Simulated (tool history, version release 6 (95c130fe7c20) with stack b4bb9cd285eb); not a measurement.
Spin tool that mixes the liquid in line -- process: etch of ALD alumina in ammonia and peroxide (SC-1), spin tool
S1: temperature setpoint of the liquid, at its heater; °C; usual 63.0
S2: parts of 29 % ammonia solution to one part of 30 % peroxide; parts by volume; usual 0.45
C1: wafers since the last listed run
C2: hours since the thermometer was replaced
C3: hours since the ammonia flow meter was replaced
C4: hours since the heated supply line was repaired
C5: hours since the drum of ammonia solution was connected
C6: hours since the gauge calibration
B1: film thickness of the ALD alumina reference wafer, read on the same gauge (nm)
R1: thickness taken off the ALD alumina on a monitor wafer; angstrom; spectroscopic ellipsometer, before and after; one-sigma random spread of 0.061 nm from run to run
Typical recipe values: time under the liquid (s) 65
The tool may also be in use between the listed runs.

{"run": 1, "hour": 0.0, "S1": 70.0, "S2": 0.45, "time under the liquid (s)": 65, "C1": 0, "C2": 1277.9, "C3": 215.2, "C4": 2287.3, "C5": 630.4, "C6": 65.5, "B1": 50.05, "R1": 131.2}
{"run": 2, "hour": 119.5, "S1": 70.0, "S2": 0.45, "time under the liquid (s)": 65, "C1": 1798, "C2": 1397.4, "C3": 334.7, "C4": 2406.8, "C5": 749.9, "C6": 185.0, "B1": 49.96, "R1": 129.8}
{"run": 3, "hour": 154.1, "S1": 63.0, "S2": 0.3, "time under the liquid (s)": 65, "C1": 520, "C2": 1432.0, "C3": 369.3, "C4": 2441.4, "C5": 784.5, "C6": 219.6, "B1": 49.98, "R1": 90.0}
{"run": 4, "hour": 183.9, "S1": 63.0, "S2": 0.45, "time under the liquid (s)": 65, "C1": 448, "C2": 1461.8, "C3": 399.1, "C4": 2471.2, "C5": 814.3, "C6": 249.4, "B1": 50.03, "R1": 92.7}
{"run": 5, "hour": 209.8, "S1": 70.0, "S2": 0.45, "time under the liquid (s)": 50, "C1": 389, "C2": 1487.7, "C3": 425.0, "C4": 2497.1, "C5": 840.2, "C6": 275.3, "B1": 50.0, "R1": 101.4}
{"run": 6, "hour": 237.4, "S1": 70.0, "S2": 0.45, "time under the liquid (s)": 50, "C1": 415, "C2": 1515.3, "C3": 452.6, "C4": 2524.7, "C5": 867.8, "C6": 302.9, "B1": 49.98, "R1": 100.2}
{"run": 7, "hour": 295.8, "S1": 63.0, "S2": 0.45, "time under the liquid (s)": 55, "C1": 878, "C2": 1573.7, "C3": 511.0, "C4": 2583.1, "C5": 926.2, "C6": 361.3, "B1": 50.01, "R1": 78.5}
{"hour": 337.9, "done": "ammonia flow meter replaced"}
{"run": 8, "hour": 344.8, "S1": 67.5, "S2": 0.3, "time under the liquid (s)": 65, "C1": 722, "C2": 1622.7, "C3": 6.9, "C4": 2632.1, "C5": 975.2, "C6": 410.3, "B1": 49.98, "R1": 112.5}
{"hour": 358.1, "done": "heated supply line repaired"}
{"run": 9, "hour": 400.4, "S1": 67.5, "S2": 0.3, "time under the liquid (s)": 65, "C1": 821, "C2": 1678.3, "C3": 62.5, "C4": 42.3, "C5": 1030.8, "C6": 465.9, "B1": 49.98, "R1": 112.2}
{"run": 10, "hour": 431.4, "S1": 63.0, "S2": 0.45, "time under the liquid (s)": 80, "C1": 466, "C2": 1709.3, "C3": 93.5, "C4": 73.3, "C5": 1061.8, "C6": 496.9, "B1": 49.97, "R1": 115.1}
{"run": 11, "hour": 456.8, "S1": 63.0, "S2": 0.45, "time under the liquid (s)": 65, "C1": 382, "C2": 1734.7, "C3": 118.9, "C4": 98.7, "C5": 1087.2, "C6": 522.3, "B1": 49.97, "R1": 92.8}
{"run": 12, "hour": 504.2, "S1": 56.0, "S2": 0.6, "time under the liquid (s)": 65, "C1": 713, "C2": 1782.1, "C3": 166.3, "C4": 146.1, "C5": 1134.6, "C6": 569.7, "B1": 50.0, "R1": 66.5}
{"hour": 505.7, "done": "thermometer replaced"}
{"run": 13, "hour": 551.2, "S1": 56.0, "S2": 0.6, "time under the liquid (s)": 65, "C1": 692, "C2": 45.5, "C3": 213.3, "C4": 193.1, "C5": 1181.6, "C6": 616.7, "B1": 49.99, "R1": 66.1}
{"hour": 586.6, "done": "new drum of ammonia solution connected"}
{"run": 14, "hour": 603.9, "S1": 69.0, "S2": 0.35, "time under the liquid (s)": 65, "C1": 777, "C2": 98.2, "C3": 266.0, "C4": 245.8, "C5": 17.3, "C6": 669.4, "B1": 50.01, "R1": 121.2}
{"hour": 650.5, "done": "gauge calibrated"}
{"run": 15, "hour": 661.7, "S1": 60.0, "S2": 0.45, "time under the liquid (s)": 40, "C1": 869, "C2": 156.0, "C3": 323.8, "C4": 303.6, "C5": 75.1, "C6": 11.2, "B1": 50.06, "R1": 49.1}
{"run": 16, "hour": 694.3, "S1": 69.5, "S2": 0.6, "time under the liquid (s)": 35, "C1": 490, "C2": 188.6, "C3": 356.4, "C4": 336.2, "C5": 107.7, "C6": 43.8, "B1": 50.03, "R1": 71.0}
{"run": 17, "hour": 723.0, "S1": 63.0, "S2": 0.45, "time under the liquid (s)": 95, "C1": 431, "C2": 217.3, "C3": 385.1, "C4": 364.9, "C5": 136.4, "C6": 72.5, "B1": 49.98, "R1": 136.2}
{"run": 18, "hour": 752.4, "S1": 57.5, "S2": 0.45, "time under the liquid (s)": 100, "C1": 442, "C2": 246.7, "C3": 414.5, "C4": 394.3, "C5": 165.8, "C6": 101.9, "B1": 50.0, "R1": 108.7}
{"run": 19, "hour": 778.1, "S1": 63.0, "S2": 0.55, "time under the liquid (s)": 65, "C1": 386, "C2": 272.4, "C3": 440.2, "C4": 420.0, "C5": 191.5, "C6": 127.6, "B1": 49.99, "R1": 94.5}
{"hour": 846.6, "done": "ammonia flow meter replaced"}
{"run": 20, "hour": 849.9, "S1": 68.5, "S2": 0.6, "time under the liquid (s)": 95, "C1": 1065, "C2": 344.2, "C3": 3.3, "C4": 491.8, "C5": 263.3, "C6": 199.4, "B1": 49.98, "R1": 182.7}
{"run": 21, "hour": 897.3, "S1": 63.0, "S2": 0.45, "time under the liquid (s)": 65, "C1": 713, "C2": 391.6, "C3": 50.7, "C4": 539.2, "C5": 310.7, "C6": 246.8, "B1": 50.02, "R1": 93.5}
{"run": 22, "hour": 941.3, "S1": 63.0, "S2": 0.45, "time under the liquid (s)": 40, "C1": 662, "C2": 435.6, "C3": 94.7, "C4": 583.2, "C5": 354.7, "C6": 290.8, "B1": 50.01, "R1": 57.4}

4 ways to go on from here, each from the tool as it stands after run 22. What would each give?
{"run": "A", "hour": 941.7, "S1": 63.0, "S2": 0.45, "time under the liquid (s)": 65, "C1": 6, "C2": 436.0, "C3": 95.1, "C4": 583.6, "C5": 355.1, "C6": 291.2, "B1": "?", "R1": "?"}
{"run": "B", "hour": 941.7, "S1": 70.0, "S2": 0.45, "time under the liquid (s)": 55, "C1": 6, "C2": 436.0, "C3": 95.1, "C4": 583.6, "C5": 355.1, "C6": 291.2, "B1": "?", "R1": "?"}
{"run": "C", "hour": 941.7, "S1": 60.0, "S2": 0.55, "time under the liquid (s)": 65, "C1": 6, "C2": 436.0, "C3": 95.1, "C4": 583.6, "C5": 355.1, "C6": 291.2, "B1": "?", "R1": "?"}
{"run": "D", "hour": 941.7, "S1": 63.0, "S2": 0.45, "time under the liquid (s)": 100, "C1": 6, "C2": 436.0, "C3": 95.1, "C4": 583.6, "C5": 355.1, "C6": 291.2, "B1": "?", "R1": "?"}

run=A B1=50.00 R1=93.2
run=B B1=50.00 R1=111.3
run=C B1=50.00 R1=81.6
run=D B1=50.00 R1=143.4
With no hidden state in the tool, these same runs would have given:
run=A R1=93.2
run=B R1=111.3
run=C R1=81.6
run=D R1=143.4

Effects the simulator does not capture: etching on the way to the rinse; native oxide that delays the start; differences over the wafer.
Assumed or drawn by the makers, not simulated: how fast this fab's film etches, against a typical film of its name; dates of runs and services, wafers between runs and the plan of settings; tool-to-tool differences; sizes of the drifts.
